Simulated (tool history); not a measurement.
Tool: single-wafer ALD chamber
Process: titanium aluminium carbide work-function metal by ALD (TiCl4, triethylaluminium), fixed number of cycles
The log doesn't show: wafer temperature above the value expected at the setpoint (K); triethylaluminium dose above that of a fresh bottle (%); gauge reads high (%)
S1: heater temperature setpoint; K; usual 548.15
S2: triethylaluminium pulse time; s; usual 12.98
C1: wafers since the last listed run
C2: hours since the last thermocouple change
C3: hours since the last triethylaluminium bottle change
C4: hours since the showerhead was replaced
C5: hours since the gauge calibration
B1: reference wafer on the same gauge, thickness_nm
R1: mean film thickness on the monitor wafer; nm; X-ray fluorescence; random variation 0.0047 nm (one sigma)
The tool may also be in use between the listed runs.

run 1 hour=0 | S1=548.15 S2=12.98 | C1=0 C2=1390.7 C3=157.3 C4=2940.5 C5=495.3 | B1=1.89 | R1=1.583
run 2 hour=91.2 | S1=548.15 S2=12.98 | C1=679 C2=1481.9 C3=248.5 C4=3031.7 C5=586.5 | B1=1.892 | R1=1.582
run 3 hour=181.2 | S1=548.15 S2=12.98 | C1=670 C2=1571.9 C3=338.5 C4=3121.7 C5=676.5 | B1=1.89 | R1=1.587
run 4 hour=218.6 | S1=548.15 S2=12.98 | C1=278 C2=1609.3 C3=375.9 C4=3159.1 C5=713.9 | B1=1.887 | R1=1.574
run 5 hour=311.6 | S1=552.15 S2=12.98 | C1=692 C2=1702.3 C3=468.9 C4=3252.1 C5=806.9 | B1=1.888 | R1=1.597
run 6 hour=382.4 | S1=552.15 S2=12.98 | C1=527 C2=1773.1 C3=539.7 C4=3322.9 C5=877.7 | B1=1.887 | R1=1.6
run 7 hour=468.9 | S1=552.15 S2=12.98 | C1=644 C2=1859.6 C3=626.2 C4=3409.4 C5=964.2 | B1=1.891 | R1=1.604
run 8 hour=535.2 | S1=548.15 S2=12.98 | C1=493 C2=1925.9 C3=692.5 C4=3475.7 C5=1030.5 | B1=1.89 | R1=1.572
run 9 hour=618.4 | S1=548.15 S2=12.98 | C1=619 C2=2009.1 C3=775.7 C4=3558.9 C5=1113.7 | B1=1.894 | R1=1.566
run 10 hour=700.4 | S1=548.15 S2=12.98 | C1=610 C2=2091.1 C3=857.7 C4=3640.9 C5=1195.7 | B1=1.89 | R1=1.571
run 11 hour=746.9 | S1=548.15 S2=12.98 | C1=346 C2=2137.6 C3=904.2 C4=3687.4 C5=1242.2 | B1=1.892 | R1=1.563
-- hour=758.4 gauge calibrated
run 12 hour=824.2 | S1=548.15 S2=12.98 | C1=575 C2=2214.9 C3=981.5 C4=3764.7 C5=65.8 | B1=1.89 | R1=1.558
run 13 hour=877.4 | S1=548.15 S2=12.98 | C1=396 C2=2268.1 C3=1034.7 C4=3817.9 C5=119 | B1=1.889 | R1=1.562
run 14 hour=927.2 | S1=548.15 S2=14.51 | C1=370 C2=2317.9 C3=1084.5 C4=3867.7 C5=168.8 | B1=1.892 | R1=1.58
run 15 hour=965.4 | S1=548.15 S2=14.51 | C1=284 C2=2356.1 C3=1122.7 C4=3905.9 C5=207 | B1=1.893 | R1=1.571
run 16 hour=1071.4 | S1=557.15 S2=9.32 | C1=789 C2=2462.1 C3=1228.7 C4=4011.9 C5=313 | B1=1.888 | R1=1.54
run 17 hour=1108.4 | S1=548.15 S2=12.98 | C1=275 C2=2499.1 C3=1265.7 C4=4048.9 C5=350 | B1=1.889 | R1=1.55
run 18 hour=1203 | S1=556.15 S2=10.39 | C1=704 C2=2593.7 C3=1360.3 C4=4143.5 C5=444.6 | B1=1.89 | R1=1.547
run 19 hour=1275.7 | S1=542.15 S2=12.98 | C1=541 C2=2666.4 C3=1433 C4=4216.2 C5=517.3 | B1=1.892 | R1=1.494
run 20 hour=1362.1 | S1=541.15 S2=8.11 | C1=643 C2=2752.8 C3=1519.4 C4=4302.6 C5=603.7 | B1=1.892 | R1=1.354

Forecast run 21:
run 21 hour=1419.1 | S1=542.15 S2=9.14 | C1=424 C2=2809.8 C3=1576.4 C4=4359.6 C5=660.7 | B1=? | R1=?

{"run 21": {"B1": 1.889, "R1": 1.385}}
Without the tool's hidden state the same run would have given R1 1.509 nm.

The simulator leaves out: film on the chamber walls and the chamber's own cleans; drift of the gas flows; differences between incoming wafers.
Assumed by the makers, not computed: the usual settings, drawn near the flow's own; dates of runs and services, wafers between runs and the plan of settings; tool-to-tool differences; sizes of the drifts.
